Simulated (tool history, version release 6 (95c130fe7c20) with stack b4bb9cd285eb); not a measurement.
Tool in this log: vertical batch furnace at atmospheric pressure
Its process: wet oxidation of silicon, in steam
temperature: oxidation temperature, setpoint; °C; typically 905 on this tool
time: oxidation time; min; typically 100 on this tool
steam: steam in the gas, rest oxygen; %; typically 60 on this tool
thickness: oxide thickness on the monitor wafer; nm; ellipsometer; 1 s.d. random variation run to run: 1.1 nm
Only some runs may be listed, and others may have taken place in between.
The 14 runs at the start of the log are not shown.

run	day	temperature	time	steam	read-back reference wafer on the same gauge, thickness	thickness
15	31.608	914	119.5	60	248.77	289.1
16	32.638	913	142.5	60	248.72	322.95
17	34.046	922	140	67	248.48	371.96
18	36.758	898	131	52	249.25	237.25
# day 39.25: steam generator serviced
19	39.271	905	100	60	249.24	246.05
20	40.833	884	61	54	248.96	123.36
21	42.35	905	100	60	248.53	242.22
22	45.029	921	100	54	248.56	259.28
23	46.829	905	100	60	248.6	243.32
24	48.908	905	69.5	60	248.95	184.94
25	51.108	924	64.5	49	248.95	180.93
26	53.079	905	100	60	248.82	239.61
27	54.796	905	100	60	248.9	238.7
28	57.158	905	62	52	249.02	151.12
29	58.238	905	100	60	248.92	237.4
30	59.938	927	145	55	248.83	354.83
31	62.604	905	100	60	248.96	238.05
32	65.412	917	100	69	249.1	291.98
33	67.233	892	138	60	248.57	260.79
34	68.771	905	100	60	248.89	236.66
35	71.354	905	52.5	60	249.01	146.07
36	73.238	905	70.5	64	249.12	190.91
37	75.283	905	100	50	248.94	205.3

What if the next run were any one of these 5? Each begins from the tool's condition after run 37:
A	75.517	905	100	60	?	?
B	75.517	893	134.5	56	?	?
C	75.517	925	55.5	60	?	?
D	75.517	905	131.5	60	?	?
E	75.517	882	87	70	?	?

run	read-back reference wafer on the same gauge, thickness	thickness
A	248.8	235.78
B	248.8	246
C	248.8	184.02
D	248.8	288.03
E	248.8	184.57
Had the tool no hidden state, the same runs would have come out as:
run	thickness
A	246.07
B	256.91
C	191.99
D	300.39
E	192.99

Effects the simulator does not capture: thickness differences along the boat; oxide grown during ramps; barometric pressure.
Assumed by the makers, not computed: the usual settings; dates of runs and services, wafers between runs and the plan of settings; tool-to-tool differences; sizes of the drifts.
